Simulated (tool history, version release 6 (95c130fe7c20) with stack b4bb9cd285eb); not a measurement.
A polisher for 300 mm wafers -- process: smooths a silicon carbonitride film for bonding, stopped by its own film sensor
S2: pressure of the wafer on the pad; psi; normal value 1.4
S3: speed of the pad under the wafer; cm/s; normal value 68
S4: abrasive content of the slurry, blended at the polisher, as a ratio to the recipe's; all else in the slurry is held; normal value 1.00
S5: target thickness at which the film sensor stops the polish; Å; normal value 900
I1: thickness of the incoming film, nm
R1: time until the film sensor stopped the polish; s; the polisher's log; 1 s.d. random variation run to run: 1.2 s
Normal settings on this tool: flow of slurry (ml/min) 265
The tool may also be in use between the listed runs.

run 1 day=0.000 | flow_of_slurry_(ml/min)=265 S2=1.4 S3=68 S4=1.00 S5=900 | I1=98.6 | R1=76.6
-- day=0.367 worn pad replaced by a new one
run 2 day=0.433 | flow_of_slurry_(ml/min)=265 S2=1.4 S3=68 S4=1.00 S5=900 | I1=100.8 | R1=95.5
run 3 day=1.008 | flow_of_slurry_(ml/min)=265 S2=1.4 S3=68 S4=1.00 S5=900 | I1=100.3 | R1=89.0
run 4 day=1.700 | flow_of_slurry_(ml/min)=265 S2=1.4 S3=68 S4=1.00 S5=900 | I1=99.2 | R1=82.7
run 5 day=1.979 | flow_of_slurry_(ml/min)=265 S2=1.4 S3=68 S4=1.00 S5=900 | I1=100.4 | R1=92.6
run 6 day=2.554 | flow_of_slurry_(ml/min)=265 S2=1.4 S3=68 S4=1.00 S5=900 | I1=100.3 | R1=92.4
-- day=3.104 worn pad replaced by a new one
run 7 day=3.883 | flow_of_slurry_(ml/min)=265 S2=1.4 S3=68 S4=0.85 S5=900 | I1=100.8 | R1=101.5
run 8 day=4.171 | flow_of_slurry_(ml/min)=265 S2=1.4 S3=68 S4=0.85 S5=900 | I1=98.8 | R1=83.5
-- day=4.404 head pressure recalibrated
run 9 day=4.704 | flow_of_slurry_(ml/min)=265 S2=1.4 S3=68 S4=1.00 S5=900 | I1=100.4 | R1=92.4
-- day=5.842 worn pad replaced by a new one
-- day=6.079 slurry blender recalibrated
run 10 day=6.571 | flow_of_slurry_(ml/min)=265 S2=1.5 S3=68 S4=1.00 S5=900 | I1=100.2 | R1=85.1
run 11 day=7.158 | flow_of_slurry_(ml/min)=265 S2=1.4 S3=68 S4=1.00 S5=900 | I1=99.8 | R1=86.8
-- day=7.538 slurry nozzle cleaned
run 12 day=7.558 | flow_of_slurry_(ml/min)=320 S2=1.4 S3=68 S4=1.15 S5=870 | I1=100.2 | R1=110.4
run 13 day=8.279 | flow_of_slurry_(ml/min)=265 S2=1.4 S3=80 S4=0.80 S5=900 | I1=98.5 | R1=73.2
-- day=8.679 worn pad replaced by a new one
run 14 day=8.700 | flow_of_slurry_(ml/min)=265 S2=1.4 S3=68 S4=1.00 S5=900 | I1=99.1 | R1=80.9
run 15 day=9.162 | flow_of_slurry_(ml/min)=265 S2=1.1 S3=68 S4=1.20 S5=900 | I1=98.8 | R1=93.5
run 16 day=9.421 | flow_of_slurry_(ml/min)=265 S2=1.1 S3=68 S4=1.20 S5=900 | I1=99.2 | R1=95.9
run 17 day=9.938 | flow_of_slurry_(ml/min)=265 S2=1.4 S3=68 S4=1.00 S5=900 | I1=101.3 | R1=102.5
run 18 day=10.558 | flow_of_slurry_(ml/min)=180 S2=1.4 S3=68 S4=1.00 S5=900 | I1=99.2 | R1=82.2
-- day=11.179 worn pad replaced by a new one
run 19 day=11.200 | flow_of_slurry_(ml/min)=265 S2=1.4 S3=68 S4=1.00 S5=910 | I1=100.7 | R1=87.8
run 20 day=12.979 | flow_of_slurry_(ml/min)=265 S2=1.2 S3=68 S4=1.00 S5=880 | I1=100.4 | R1=130.5

Exercise: give the hidden state of the tool at every run:
removal rate lost through wear of the pad, %: 0 on each run
slurry flow missing at the pad, %: 0 on each run
deviation of the head's pressure from its setpoint, %: 0 on each run
abrasive missing from the slurry, %: 0 on each run
